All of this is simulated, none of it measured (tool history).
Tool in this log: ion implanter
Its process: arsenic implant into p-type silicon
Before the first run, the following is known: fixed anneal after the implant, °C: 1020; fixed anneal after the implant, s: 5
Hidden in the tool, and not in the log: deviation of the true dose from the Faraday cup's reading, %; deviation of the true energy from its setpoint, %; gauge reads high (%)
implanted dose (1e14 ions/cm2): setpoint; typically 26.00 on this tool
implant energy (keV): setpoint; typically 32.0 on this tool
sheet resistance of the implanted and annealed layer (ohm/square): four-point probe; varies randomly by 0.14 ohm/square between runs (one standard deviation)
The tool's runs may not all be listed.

| run | hour | implanted dose (1e14 ions/cm2) | implant energy (keV) | wafers since the last listed run | hours since the last dose calibration | hours since the extraction supply was calibrated | hours since the gauge calibration | read-back reference wafer on the same gauge, sheet resistance | sheet resistance of the implanted and annealed layer (ohm/square) |
|---|---|---|---|---|---|---|---|---|---|
| 1 | 0.0 | 26.00 | 32.0 | 0 | 574.7 | 6133.7 | 87.9 | 76.58 | 94.05 |
| 2 | 6.8 | 26.00 | 32.0 | 72 | 581.5 | 6140.5 | 94.7 | 76.61 | 93.96 |
| 3 | 22.0 | 26.00 | 32.0 | 162 | 596.7 | 6155.7 | 109.9 | 76.63 | 94.28 |
| 4 | 35.7 | 26.00 | 32.0 | 146 | 610.4 | 6169.4 | 123.6 | 76.64 | 94.25 |
| 5 | 45.8 | 26.00 | 32.0 | 107 | 620.5 | 6179.5 | 133.7 | 76.68 | 94.05 |
|  | 60.0 | extraction supply calibrated |
| 6 | 60.5 | 26.00 | 32.0 | 71 | 635.2 | 0.5 | 148.4 | 76.77 | 94.38 |
| 7 | 67.2 | 26.00 | 32.0 | 71 | 641.9 | 7.2 | 155.1 | 76.79 | 94.37 |
|  | 75.9 | gauge calibrated |
| 8 | 84.6 | 26.00 | 32.0 | 186 | 659.3 | 24.6 | 8.7 | 76.47 | 93.75 |
| 9 | 91.7 | 21.55 | 38.0 | 75 | 666.4 | 31.7 | 15.8 | 76.48 | 88.94 |
| 10 | 99.8 | 33.01 | 32.0 | 86 | 674.5 | 39.8 | 23.9 | 76.52 | 91.31 |
|  | 111.2 | Faraday cup replaced and dose calibrated |
| 11 | 115.5 | 26.00 | 42.5 | 82 | 4.3 | 55.5 | 39.6 | 76.53 | 81.15 |
| 12 | 132.7 | 18.24 | 39.5 | 183 | 21.5 | 72.7 | 56.8 | 76.59 | 91.58 |
| 13 | 139.3 | 21.33 | 35.0 | 70 | 28.1 | 79.3 | 63.4 | 76.60 | 92.88 |
| 14 | 148.4 | 26.00 | 32.0 | 97 | 37.2 | 88.4 | 72.5 | 76.60 | 93.97 |
| 15 | 157.5 | 26.00 | 32.0 | 97 | 46.3 | 97.5 | 81.6 | 76.61 | 93.84 |
| 16 | 170.2 | 22.59 | 23.5 | 135 | 59.0 | 110.2 | 94.3 | 76.64 | 112.02 |
| 17 | 185.6 | 26.00 | 32.0 | 164 | 74.4 | 125.6 | 109.7 | 76.72 | 94.03 |

Alternative continuations, all from the tool just after run 17; predict every row:
| A | 186.0 | 26.00 | 21.0 | 4 | 74.8 | 126.0 | 110.1 | ? | ? |
| B | 186.0 | 26.00 | 21.5 | 4 | 74.8 | 126.0 | 110.1 | ? | ? |
| C | 186.0 | 21.28 | 24.5 | 4 | 74.8 | 126.0 | 110.1 | ? | ? |
| D | 186.0 | 20.20 | 40.0 | 4 | 74.8 | 126.0 | 110.1 | ? | ? |

| run | read-back reference wafer on the same gauge, sheet resistance | sheet resistance of the implanted and annealed layer (ohm/square) |
|---|---|---|
| A | 76.67 | 116.23 |
| B | 76.67 | 114.92 |
| C | 76.67 | 110.47 |
| D | 76.67 | 88.43 |
With the hidden condition removed and each run's random variation left untouched, the same runs would have given:
| run | sheet resistance of the implanted and annealed layer (ohm/square) |
|---|---|
| A | 115.77 |
| B | 114.48 |
| C | 110.04 |
| D | 88.08 |

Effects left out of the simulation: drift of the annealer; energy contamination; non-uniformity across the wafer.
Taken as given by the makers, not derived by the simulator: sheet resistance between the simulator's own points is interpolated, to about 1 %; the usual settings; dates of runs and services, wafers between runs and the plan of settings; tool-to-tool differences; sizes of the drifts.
